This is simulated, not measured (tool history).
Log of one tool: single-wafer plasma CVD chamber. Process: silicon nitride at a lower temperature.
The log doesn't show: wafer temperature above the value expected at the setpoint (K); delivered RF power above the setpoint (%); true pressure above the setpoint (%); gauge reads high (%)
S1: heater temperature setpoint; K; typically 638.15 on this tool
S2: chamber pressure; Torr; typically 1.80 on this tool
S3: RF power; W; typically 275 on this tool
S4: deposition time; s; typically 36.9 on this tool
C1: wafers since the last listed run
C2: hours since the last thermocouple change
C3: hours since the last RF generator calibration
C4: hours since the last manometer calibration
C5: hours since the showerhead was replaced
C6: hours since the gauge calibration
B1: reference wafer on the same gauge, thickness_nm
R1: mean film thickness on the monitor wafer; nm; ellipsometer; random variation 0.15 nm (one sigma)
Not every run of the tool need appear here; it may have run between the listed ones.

| run | hour | S1 | S2 | S3 | S4 | C1 | C2 | C3 | C4 | C5 | C6 | B1 | R1 |
|---|---|---|---|---|---|---|---|---|---|---|---|---|---|
| 1 | 0.0 | 638.15 | 1.91 | 275 | 36.9 | 0 | 225.5 | 565.3 | 264.4 | 6660.8 | 1035.7 | 39.512 | 40.400 |
| 2 | 92.1 | 638.15 | 1.80 | 275 | 33.8 | 1676 | 317.6 | 657.4 | 356.5 | 6752.9 | 1127.8 | 39.495 | 36.024 |
| 3 | 167.3 | 638.15 | 1.80 | 275 | 36.9 | 1368 | 392.8 | 732.6 | 431.7 | 6828.1 | 1203.0 | 39.507 | 39.537 |
| 4 | 207.7 | 638.15 | 1.80 | 275 | 36.9 | 735 | 433.2 | 773.0 | 472.1 | 6868.5 | 1243.4 | 39.457 | 39.536 |
| 5 | 285.8 | 638.15 | 1.80 | 275 | 36.9 | 1421 | 511.3 | 851.1 | 550.2 | 6946.6 | 1321.5 | 39.496 | 39.187 |
| 6 | 480.6 | 638.15 | 1.80 | 275 | 36.9 | 3546 | 706.1 | 1045.9 | 745.0 | 7141.4 | 1516.3 | 39.513 | 39.421 |
| 7 | 554.5 | 638.15 | 1.80 | 275 | 36.9 | 1345 | 780.0 | 1119.8 | 818.9 | 7215.3 | 1590.2 | 39.498 | 39.452 |
|  | 574.6 | gauge calibrated |
| 8 | 651.0 | 638.15 | 1.80 | 275 | 36.9 | 1756 | 876.5 | 1216.3 | 915.4 | 7311.8 | 76.4 | 39.481 | 39.352 |
| 9 | 735.2 | 638.15 | 1.80 | 275 | 36.9 | 1532 | 960.7 | 1300.5 | 999.6 | 7396.0 | 160.6 | 39.493 | 39.442 |
|  | 761.3 | thermocouple changed; heater temperature recalibrated |
| 10 | 773.0 | 626.15 | 1.80 | 260 | 42.0 | 542 | 11.7 | 1338.3 | 1037.4 | 7433.8 | 198.4 | 39.511 | 43.612 |
| 11 | 961.3 | 638.15 | 1.80 | 300 | 36.9 | 3427 | 200.0 | 1526.6 | 1225.7 | 7622.1 | 386.7 | 39.512 | 41.720 |
| 12 | 1035.7 | 648.15 | 1.80 | 235 | 36.9 | 1354 | 274.4 | 1601.0 | 1300.1 | 7696.5 | 461.1 | 39.502 | 35.052 |
|  | 1092.4 | RF generator calibrated |
|  | 1099.9 | showerhead replaced |
| 13 | 1142.6 | 632.15 | 1.96 | 250 | 36.9 | 1663 | 381.3 | 50.2 | 1407.0 | 42.7 | 568.0 | 39.494 | 39.506 |
| 14 | 1191.4 | 638.15 | 1.80 | 275 | 36.9 | 888 | 430.1 | 99.0 | 1455.8 | 91.5 | 616.8 | 39.529 | 40.646 |
|  | 1277.0 | capacitance manometer re-zeroed and calibrated |
| 15 | 1287.5 | 638.15 | 1.80 | 275 | 36.9 | 1603 | 526.2 | 195.1 | 10.5 | 187.6 | 712.9 | 39.493 | 39.498 |
| 16 | 1343.6 | 638.15 | 1.40 | 275 | 36.9 | 1021 | 582.3 | 251.2 | 66.6 | 243.7 | 769.0 | 39.498 | 34.369 |
| 17 | 1436.9 | 649.15 | 1.80 | 275 | 33.7 | 1698 | 675.6 | 344.5 | 159.9 | 337.0 | 862.3 | 39.519 | 35.803 |
| 18 | 1714.4 | 638.15 | 1.80 | 275 | 33.5 | 5051 | 953.1 | 622.0 | 437.4 | 614.5 | 1139.8 | 39.511 | 36.084 |

Here are 5 independent what-if runs from the current tool condition. What would each one return?
| A | 1714.8 | 638.15 | 1.61 | 275 | 36.9 | 7 | 953.5 | 622.4 | 437.8 | 614.9 | 1140.2 | ? | ? |
| B | 1714.8 | 638.15 | 1.37 | 275 | 32.8 | 7 | 953.5 | 622.4 | 437.8 | 614.9 | 1140.2 | ? | ? |
| C | 1714.8 | 649.15 | 1.59 | 325 | 31.7 | 7 | 953.5 | 622.4 | 437.8 | 614.9 | 1140.2 | ? | ? |
| D | 1714.8 | 646.15 | 1.40 | 320 | 33.5 | 7 | 953.5 | 622.4 | 437.8 | 614.9 | 1140.2 | ? | ? |
| E | 1714.8 | 638.15 | 1.43 | 275 | 36.9 | 7 | 953.5 | 622.4 | 437.8 | 614.9 | 1140.2 | ? | ? |

| run | B1 | R1 |
|---|---|---|
| A | 39.501 | 37.450 |
| B | 39.501 | 30.317 |
| C | 39.501 | 35.807 |
| D | 39.501 | 34.844 |
| E | 39.501 | 35.039 |
Without the tool's unlogged condition, the same runs would have read:
| run | R1 |
|---|---|
| A | 37.481 |
| B | 30.310 |
| C | 35.816 |
| D | 34.824 |
| E | 35.055 |

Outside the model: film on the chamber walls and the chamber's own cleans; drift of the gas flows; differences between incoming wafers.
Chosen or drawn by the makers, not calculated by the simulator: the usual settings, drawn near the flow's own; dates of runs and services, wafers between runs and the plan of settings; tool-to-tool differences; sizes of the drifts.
